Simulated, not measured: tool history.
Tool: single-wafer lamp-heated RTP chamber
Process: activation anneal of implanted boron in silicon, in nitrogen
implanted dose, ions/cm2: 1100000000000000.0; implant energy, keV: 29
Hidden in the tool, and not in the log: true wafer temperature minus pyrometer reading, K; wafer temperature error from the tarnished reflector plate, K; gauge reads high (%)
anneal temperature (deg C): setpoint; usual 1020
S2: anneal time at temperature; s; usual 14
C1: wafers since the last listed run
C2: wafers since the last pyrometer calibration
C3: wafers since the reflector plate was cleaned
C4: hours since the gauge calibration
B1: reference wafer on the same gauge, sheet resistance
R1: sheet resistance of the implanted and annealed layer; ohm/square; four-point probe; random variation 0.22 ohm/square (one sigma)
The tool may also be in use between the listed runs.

Run 1, hour 0.0: usual settings but S2 20 s; C1 0; C2 2200; C3 491; C4 444.4; B1 116.00. Result: R1 100.24 ohm/square.
Run 2, hour 27.8: usual settings but S2 20 s; C1 500; C2 2701; C3 991; C4 472.2; B1 115.95. Result: R1 100.52 ohm/square.
Run 3, hour 52.0: usual settings but S2 20 s; C1 435; C2 3137; C3 1427; C4 496.4; B1 116.04. Result: R1 100.62 ohm/square.
Run 4, hour 71.6: usual settings but S2 10 s; C1 352; C2 3490; C3 1780; C4 516.0; B1 115.97. Result: R1 101.15 ohm/square.
Run 5, hour 93.0: usual settings but S2 10 s; C1 385; C2 3875; C3 2165; C4 537.4; B1 115.94. Result: R1 101.26 ohm/square.
At hour 114.0: pyrometer window cleaned and pyrometer calibrated.
Run 6, hour 114.5: usual settings but S2 10 s; C1 243; C2 8; C3 2408; C4 558.9; B1 116.06. Result: R1 101.58 ohm/square.
Run 7, hour 204.6: usual settings; C1 1622; C2 1630; C3 4030; C4 649.0; B1 115.94. Result: R1 101.08 ohm/square.
Run 8, hour 222.0: usual settings; C1 313; C2 1943; C3 4344; C4 666.4; B1 115.98. Result: R1 100.80 ohm/square.
Run 9, hour 251.8: usual settings but anneal temperature (deg C) 1003, S2 8 s; C1 536; C2 2480; C3 4880; C4 696.2; B1 116.00. Result: R1 104.16 ohm/square.
Run 10, hour 266.6: usual settings but anneal temperature (deg C) 1003, S2 8 s; C1 266; C2 2746; C3 5147; C4 711.0; B1 116.03. Result: R1 103.93 ohm/square.
At hour 286.4: gauge calibrated.
Run 11, hour 297.4: usual settings; C1 554; C2 3301; C3 5701; C4 11.0; B1 116.02. Result: R1 100.89 ohm/square.
At hour 325.9: pyrometer window cleaned and pyrometer calibrated.
Run 12, hour 326.4: usual settings; C1 378; C2 9; C3 6079; C4 40.0; B1 116.01. Result: R1 100.59 ohm/square.
Run 13, hour 342.7: usual settings but S2 16 s; C1 293; C2 302; C3 6373; C4 56.3; B1 116.03. Result: R1 100.68 ohm/square.
Run 14, hour 360.2: usual settings but S2 16 s; C1 315; C2 618; C3 6688; C4 73.8; B1 115.97. Result: R1 100.51 ohm/square.
Run 15, hour 376.8: usual settings but anneal temperature (deg C) 1042; C1 298; C2 916; C3 6987; C4 90.4; B1 116.00. Result: R1 99.31 ohm/square.
Run 16, hour 398.7: usual settings but anneal temperature (deg C) 1026; C1 394; C2 1311; C3 7381; C4 112.3; B1 116.02. Result: R1 100.01 ohm/square.
Run 17, hour 425.5: usual settings but anneal temperature (deg C) 1036, S2 6 s; C1 482; C2 1793; C3 7863; C4 139.1; B1 116.02. Result: R1 100.26 ohm/square.
Run 18, hour 458.8: usual settings but anneal temperature (deg C) 993, S2 22 s; C1 599; C2 2393; C3 8463; C4 172.4; B1 115.99. Result: R1 104.02 ohm/square.
Run 19, hour 484.0: usual settings but anneal temperature (deg C) 1012; C1 453; C2 2846; C3 8917; C4 197.6; B1 116.06. Result: R1 101.66 ohm/square.
Run 20, hour 516.4: usual settings; C1 583; C2 3430; C3 9500; C4 230.0; B1 116.07. Result: R1 100.30 ohm/square.
Run 21, hour 540.8: usual settings; C1 439; C2 3869; C3 9939; C4 254.4; B1 116.06. Result: R1 100.40 ohm/square.
Run 22, hour 558.2: usual settings but anneal temperature (deg C) 1049; C1 313; C2 4182; C3 10253; C4 271.8; B1 115.92. Result: R1 99.14 ohm/square.
At hour 590.4: reflector plate cleaned.
Run 23, hour 590.9: usual settings; C1 444; C2 4627; C3 9; C4 304.5; B1 115.97. Result: R1 101.18 ohm/square.
At hour 599.5: pyrometer window cleaned and pyrometer calibrated.
Run 24, hour 620.3: usual settings but anneal temperature (deg C) 1042; C1 385; C2 374; C3 394; C4 333.9; B1 116.02. Result: R1 99.45 ohm/square.
Run 25, hour 654.4: usual settings but anneal temperature (deg C) 1006; C1 613; C2 987; C3 1008; C4 368.0; B1 116.06. Result: R1 103.23 ohm/square.
Run 26, hour 666.5: usual settings but anneal temperature (deg C) 1003; C1 217; C2 1205; C3 1226; C4 380.1; B1 115.99. Result: R1 103.94 ohm/square.
Run 27, hour 695.0: usual settings but anneal temperature (deg C) 1030, S2 10 s; C1 513; C2 1718; C3 1739; C4 408.6; B1 116.01. Result: R1 100.31 ohm/square.
Run 28, hour 712.4: usual settings but anneal temperature (deg C) 1005, S2 16 s; C1 313; C2 2032; C3 2053; C4 426.0; B1 116.01. Result: R1 103.26 ohm/square.
Run 29, hour 731.2: usual settings but anneal temperature (deg C) 998, S2 20 s; C1 338; C2 2370; C3 2391; C4 444.8; B1 116.07. Result: R1 103.76 ohm/square.
Run 30, hour 756.1: usual settings but anneal temperature (deg C) 1043, S2 22 s; C1 448; C2 2818; C3 2839; C4 469.7; B1 115.97. Result: R1 99.12 ohm/square.
Run 31, hour 771.1: usual settings but S2 11 s; C1 270; C2 3089; C3 3109; C4 484.7; B1 115.94. Result: R1 101.51 ohm/square.
Run 32, hour 802.9: usual settings but anneal temperature (deg C) 1035, S2 9 s; C1 572; C2 3661; C3 3682; C4 516.5; B1 116.02. Result: R1 100.25 ohm/square.
Run 33, hour 827.9: usual settings but S2 19 s; C1 450; C2 4111; C3 4132; C4 541.5; B1 116.03. Result: R1 100.73 ohm/square.

Forecast each of these 4 alternatives for the next run:
Run A, hour 828.3: usual settings; C1 7; C2 4118; C3 4139; C4 541.9; B1 ?. Result: R1 ?.
Run B, hour 828.3: usual settings but anneal temperature (deg C) 1004, S2 8 s; C1 7; C2 4118; C3 4139; C4 541.9; B1 ?. Result: R1 ?.
Run C, hour 828.3: usual settings but anneal temperature (deg C) 1033, S2 20 s; C1 7; C2 4118; C3 4139; C4 541.9; B1 ?. Result: R1 ?.
Run D, hour 828.3: usual settings but anneal temperature (deg C) 992; C1 7; C2 4118; C3 4139; C4 541.9; B1 ?. Result: R1 ?.

run      B1      R1
  A  116.02  101.37
  B  116.02  104.81
  C  116.02  100.08
  D  116.02  107.04
Without the tool's hidden state the same runs would have given:
run      R1
  A  101.71
  B  105.70
  C  100.28
  D  108.37
